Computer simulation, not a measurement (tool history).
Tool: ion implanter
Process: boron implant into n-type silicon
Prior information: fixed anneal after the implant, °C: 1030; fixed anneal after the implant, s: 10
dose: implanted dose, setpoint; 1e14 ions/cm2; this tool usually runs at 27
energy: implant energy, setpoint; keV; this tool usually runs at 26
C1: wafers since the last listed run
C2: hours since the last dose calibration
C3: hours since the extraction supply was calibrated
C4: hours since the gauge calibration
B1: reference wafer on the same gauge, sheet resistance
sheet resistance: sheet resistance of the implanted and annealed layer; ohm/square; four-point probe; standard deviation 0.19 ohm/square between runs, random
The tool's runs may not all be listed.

Run 1, day 0: usual settings; C1 0; C2 2124.4; C3 2293.8; C4 548.1; B1 51.35. Result: sheet resistance 59.39 ohm/square.
At day 0.921: gauge calibrated.
Run 2, day 0.992: usual settings but energy 30.5 keV; C1 345; C2 2148.2; C3 2317.6; C4 1.7; B1 50.24. Result: sheet resistance 55.67 ohm/square.
Run 3, day 1.504: usual settings but energy 30.5 keV; C1 178; C2 2160.5; C3 2329.9; C4 14; B1 50.37. Result: sheet resistance 55.7 ohm/square.
Run 4, day 2.946: usual settings but energy 30.5 keV; C1 502; C2 2195.1; C3 2364.5; C4 48.6; B1 50.46. Result: sheet resistance 56.2 ohm/square.
Run 5, day 3.558: usual settings; C1 213; C2 2209.8; C3 2379.2; C4 63.3; B1 50.55. Result: sheet resistance 58.39 ohm/square.
Run 6, day 4.392: usual settings but energy 28 keV; C1 290; C2 2229.8; C3 2399.2; C4 83.3; B1 50.64. Result: sheet resistance 57.24 ohm/square.
Run 7, day 5.667: usual settings but energy 28 keV; C1 444; C2 2260.4; C3 2429.8; C4 113.9; B1 50.8. Result: sheet resistance 57.42 ohm/square.
Run 8, day 6.512: usual settings; C1 294; C2 2280.7; C3 2450.1; C4 134.2; B1 50.89. Result: sheet resistance 59.27 ohm/square.
Run 9, day 7.054: usual settings; C1 188; C2 2293.7; C3 2463.1; C4 147.2; B1 50.88. Result: sheet resistance 58.8 ohm/square.
Run 10, day 8.012: usual settings; C1 334; C2 2316.7; C3 2486.1; C4 170.2; B1 50.88. Result: sheet resistance 58.95 ohm/square.
Run 11, day 9.412: usual settings; C1 488; C2 2350.3; C3 2519.7; C4 203.8; B1 50.98. Result: sheet resistance 59.26 ohm/square.
Run 12, day 10.875: usual settings; C1 509; C2 2385.4; C3 2554.8; C4 238.9; B1 51.05. Result: sheet resistance 59.26 ohm/square.
At day 11.371: Faraday cup replaced and dose calibrated.
Run 13, day 11.917: usual settings; C1 246; C2 13.1; C3 2579.8; C4 263.9; B1 51.16. Result: sheet resistance 59.01 ohm/square.
Run 14, day 12.854: usual settings; C1 326; C2 35.6; C3 2602.3; C4 286.4; B1 51.15. Result: sheet resistance 59.46 ohm/square.
Run 15, day 14.012: usual settings but dose 23.62 1e14 ions/cm2; C1 403; C2 63.4; C3 2630.1; C4 314.2; B1 51.12. Result: sheet resistance 63.74 ohm/square.
Run 16, day 14.762: usual settings but dose 23.62 1e14 ions/cm2; C1 261; C2 81.4; C3 2648.1; C4 332.2; B1 51.2. Result: sheet resistance 63.7 ohm/square.
Run 17, day 15.933: usual settings but dose 23.62 1e14 ions/cm2; C1 408; C2 109.5; C3 2676.2; C4 360.3; B1 51.23. Result: sheet resistance 63.69 ohm/square.
Run 18, day 16.533: usual settings but dose 20.76 1e14 ions/cm2, energy 30.5 keV; C1 209; C2 123.9; C3 2690.6; C4 374.7; B1 51.22. Result: sheet resistance 66.79 ohm/square.
At day 17.45: extraction supply calibrated.
Run 19, day 17.488: usual settings but dose 21.84 1e14 ions/cm2, energy 20.5 keV; C1 216; C2 146.8; C3 0.9; C4 397.6; B1 51.3. Result: sheet resistance 71.06 ohm/square.
Run 20, day 18.454: usual settings but dose 30.11 1e14 ions/cm2; C1 337; C2 170; C3 24.1; C4 420.8; B1 51.25. Result: sheet resistance 56.71 ohm/square.
Run 21, day 19.179: usual settings but dose 33.72 1e14 ions/cm2, energy 29 keV; C1 252; C2 187.4; C3 41.5; C4 438.2; B1 51.28. Result: sheet resistance 51.75 ohm/square.
Run 22, day 20.117: usual settings but dose 33.6 1e14 ions/cm2, energy 30.5 keV; C1 326; C2 209.9; C3 64; C4 460.7; B1 51.31. Result: sheet resistance 51.2 ohm/square.
Run 23, day 20.654: usual settings; C1 187; C2 222.8; C3 76.9; C4 473.6; B1 51.36. Result: sheet resistance 59.48 ohm/square.
Run 24, day 21.4: usual settings but dose 20.76 1e14 ions/cm2, energy 30.5 keV; C1 260; C2 240.7; C3 94.8; C4 491.5; B1 51.36. Result: sheet resistance 67.39 ohm/square.
Run 25, day 22.471: usual settings but dose 20.38 1e14 ions/cm2; C1 373; C2 266.4; C3 120.5; C4 517.2; B1 51.36. Result: sheet resistance 69.69 ohm/square.
Run 26, day 23.333: usual settings but dose 19.95 1e14 ions/cm2, energy 20 keV; C1 300; C2 287.1; C3 141.2; C4 537.9; B1 51.32. Result: sheet resistance 75.22 ohm/square.
At day 23.812: gauge calibrated.
Run 27, day 24.517: usual settings; C1 412; C2 315.5; C3 169.6; C4 16.9; B1 50.45. Result: sheet resistance 58.21 ohm/square.
Run 28, day 25.979: usual settings but dose 34.98 1e14 ions/cm2, energy 32 keV; C1 509; C2 350.6; C3 204.7; C4 52; B1 50.64. Result: sheet resistance 48.78 ohm/square.
Run 29, day 26.542: usual settings; C1 196; C2 364.1; C3 218.2; C4 65.5; B1 50.66. Result: sheet resistance 58.79 ohm/square.
Run 30, day 27.512: usual settings but dose 30.46 1e14 ions/cm2, energy 18.5 keV; C1 338; C2 387.4; C3 241.5; C4 88.8; B1 50.81. Result: sheet resistance 64.08 ohm/square.
Run 31, day 28.408: usual settings but energy 20.5 keV; C1 312; C2 408.9; C3 263; C4 110.3; B1 50.83. Result: sheet resistance 63.99 ohm/square.
Run 32, day 31.958: usual settings but dose 24.07 1e14 ions/cm2, energy 30 keV; C1 1237; C2 494.1; C3 348.2; C4 195.5; B1 51.12. Result: sheet resistance 61.06 ohm/square.
Run 33, day 32.9: usual settings but dose 21.96 1e14 ions/cm2, energy 23 keV; C1 328; C2 516.7; C3 370.8; C4 218.1; B1 51.12. Result: sheet resistance 68.17 ohm/square.
Run 34, day 34.388: usual settings but energy 20 keV; C1 518; C2 552.4; C3 406.5; C4 253.8; B1 51.22. Result: sheet resistance 64.91 ohm/square.
Run 35, day 35.296: usual settings; C1 316; C2 574.2; C3 428.3; C4 275.6; B1 51.28. Result: sheet resistance 59.62 ohm/square.
Run 36, day 36.446: usual settings but dose 30.08 1e14 ions/cm2; C1 400; C2 601.8; C3 455.9; C4 303.2; B1 51.24. Result: sheet resistance 56.36 ohm/square.

A few steps of sheet resistance between consecutive runs. Split each: what settings, incoming material and random variation would produce without the hidden state, and what is left over for the hidden state, along with gauge scatter present in only one of the two compared results (measured, and without hidden state):
Hidden state present: deviation of the true dose from the Faraday cup's reading, %; deviation of the true energy from its setpoint, %; gauge reads high (%).
Run 1 -> 2: energy 26 -> 30.5, gauge calibrated. sheet resistance -3.72 ohm/square: hidden state -1.31, all else -2.41.
Run 19 -> 20: dose 21.84 -> 30.11, energy 20.5 -> 26. sheet resistance -14.35 ohm/square: hidden state -0.29, all else -14.06.
Run 26 -> 27: dose 19.95 -> 27, energy 20 -> 26, gauge calibrated. sheet resistance -17.01 ohm/square: hidden state -1.42, all else -15.59.
Run 28 -> 29: dose 34.98 -> 27, energy 32 -> 26. sheet resistance +10.01 ohm/square: hidden state +0.15, all else +9.86.

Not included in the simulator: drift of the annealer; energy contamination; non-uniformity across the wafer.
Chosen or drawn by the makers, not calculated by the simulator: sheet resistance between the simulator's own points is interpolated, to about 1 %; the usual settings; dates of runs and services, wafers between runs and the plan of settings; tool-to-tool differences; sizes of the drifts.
